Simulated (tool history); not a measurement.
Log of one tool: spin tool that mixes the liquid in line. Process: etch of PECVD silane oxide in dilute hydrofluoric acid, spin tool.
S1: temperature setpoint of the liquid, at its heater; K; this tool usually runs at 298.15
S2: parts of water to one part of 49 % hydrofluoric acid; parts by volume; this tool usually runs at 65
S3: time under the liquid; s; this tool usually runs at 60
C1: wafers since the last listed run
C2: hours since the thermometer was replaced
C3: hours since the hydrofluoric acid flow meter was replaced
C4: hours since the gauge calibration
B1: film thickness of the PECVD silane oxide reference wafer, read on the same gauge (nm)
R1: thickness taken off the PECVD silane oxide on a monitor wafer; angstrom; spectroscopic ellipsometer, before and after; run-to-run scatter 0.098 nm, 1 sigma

| run | hour | S1 | S2 | S3 | C1 | C2 | C3 | C4 | B1 | R1 |
|---|---|---|---|---|---|---|---|---|---|---|
| 1 | 0 | 298.15 | 65 | 60 | 0 | 251.1 | 1126.3 | 1886.1 | 59.99 | 204.8 |
| 2 | 41.3 | 301.15 | 65 | 75 | 377 | 292.4 | 1167.6 | 1927.4 | 59.98 | 289.8 |
| 3 | 118 | 301.15 | 65 | 75 | 700 | 369.1 | 1244.3 | 2004.1 | 59.99 | 285.4 |
| 4 | 154.8 | 301.15 | 65 | 75 | 335 | 405.9 | 1281.1 | 2040.9 | 59.99 | 290.3 |
| 5 | 211.3 | 298.15 | 65 | 85 | 515 | 462.4 | 1337.6 | 2097.4 | 60.01 | 289.8 |
| 6 | 261.2 | 298.15 | 65 | 60 | 455 | 512.3 | 1387.5 | 2147.3 | 59.99 | 204.6 |
| 7 | 300 | 298.15 | 65 | 60 | 354 | 551.1 | 1426.3 | 2186.1 | 59.99 | 205.3 |
| 8 | 341.2 | 298.15 | 65 | 60 | 376 | 592.3 | 1467.5 | 2227.3 | 60 | 204.2 |
| 9 | 414.5 | 298.15 | 65 | 60 | 669 | 665.6 | 1540.8 | 2300.6 | 59.99 | 203.8 |
| 10 | 487.4 | 298.15 | 65 | 60 | 665 | 738.5 | 1613.7 | 2373.5 | 59.99 | 203.8 |
|  | 510.3 | thermometer replaced |
| 11 | 537.5 | 298.15 | 65 | 60 | 448 | 27.2 | 1663.8 | 2423.6 | 60 | 203.6 |
| 12 | 612.5 | 298.15 | 65 | 60 | 684 | 102.2 | 1738.8 | 2498.6 | 60 | 203.3 |
|  | 633.5 | gauge calibrated |
| 13 | 672.8 | 298.15 | 65 | 60 | 550 | 162.5 | 1799.1 | 39.3 | 59.99 | 205.6 |
| 14 | 714.7 | 300.65 | 65 | 60 | 382 | 204.4 | 1841 | 81.2 | 59.99 | 225.2 |
| 15 | 814.6 | 300.65 | 55 | 75 | 911 | 304.3 | 1940.9 | 181.1 | 59.98 | 337.4 |
| 16 | 910.2 | 298.15 | 85 | 45 | 872 | 399.9 | 2036.5 | 276.7 | 60 | 114.2 |
|  | 933 | hydrofluoric acid flow meter replaced |
| 17 | 1016.7 | 298.15 | 65 | 60 | 963 | 506.4 | 83.7 | 383.2 | 59.98 | 205 |
| 18 | 1121.5 | 298.15 | 65 | 25 | 956 | 611.2 | 188.5 | 488 | 60.01 | 85.3 |
| 19 | 1159.8 | 298.15 | 65 | 60 | 349 | 649.5 | 226.8 | 526.3 | 60 | 204.2 |
| 20 | 1258.8 | 295.15 | 50 | 60 | 903 | 748.5 | 325.8 | 625.3 | 59.99 | 240.1 |
| 21 | 1347.1 | 298.15 | 65 | 60 | 806 | 836.8 | 414.1 | 713.6 | 60 | 205.6 |
| 22 | 1411.1 | 298.15 | 65 | 60 | 584 | 900.8 | 478.1 | 777.6 | 59.99 | 206.4 |
|  | 1426.1 | thermometer replaced |
| 23 | 1508.2 | 298.15 | 45 | 85 | 877 | 82.1 | 575.2 | 874.7 | 60 | 432 |
| 24 | 1555.2 | 298.15 | 65 | 60 | 429 | 129.1 | 622.2 | 921.7 | 60 | 203.1 |
| 25 | 1696.5 | 298.15 | 65 | 30 | 1289 | 270.4 | 763.5 | 1063 | 60.02 | 102 |
| 26 | 1733.8 | 298.15 | 65 | 60 | 340 | 307.7 | 800.8 | 1100.3 | 59.99 | 203.7 |
| 27 | 1836.4 | 303.15 | 65 | 60 | 936 | 410.3 | 903.4 | 1202.9 | 60.02 | 248.6 |
| 28 | 1890.9 | 294.65 | 50 | 60 | 497 | 464.8 | 957.9 | 1257.4 | 60 | 234.3 |
| 29 | 2017.8 | 298.15 | 65 | 40 | 1158 | 591.7 | 1084.8 | 1384.3 | 60 | 135.8 |
| 30 | 2109.8 | 298.15 | 65 | 60 | 839 | 683.7 | 1176.8 | 1476.3 | 60.01 | 205.2 |
| 31 | 2209.5 | 300.15 | 40 | 80 | 910 | 783.4 | 1276.5 | 1576 | 60.03 | 491.4 |
|  | 2413.4 | thermometer replaced |
| 32 | 2481.2 | 298.15 | 85 | 60 | 2471 | 67.8 | 1548.2 | 1847.7 | 60 | 152 |

What differs in the tool's unlogged condition from the final listed run ahead of each entry between runs to the first listed run following it?
Run 10 -> run 11: thermometer replaced (hour 510.3)
  the hidden state is the same at both runs
Run 12 -> run 13: gauge calibrated (hour 633.5)
  the hidden state is the same at both runs
Run 16 -> run 17: hydrofluoric acid flow meter replaced (hour 933)
  the hidden state is the same at both runs
Run 22 -> run 23: thermometer replaced (hour 1426.1)
  the hidden state is the same at both runs
Run 31 -> run 32: thermometer replaced (hour 2413.4)
  the hidden state is the same at both runs

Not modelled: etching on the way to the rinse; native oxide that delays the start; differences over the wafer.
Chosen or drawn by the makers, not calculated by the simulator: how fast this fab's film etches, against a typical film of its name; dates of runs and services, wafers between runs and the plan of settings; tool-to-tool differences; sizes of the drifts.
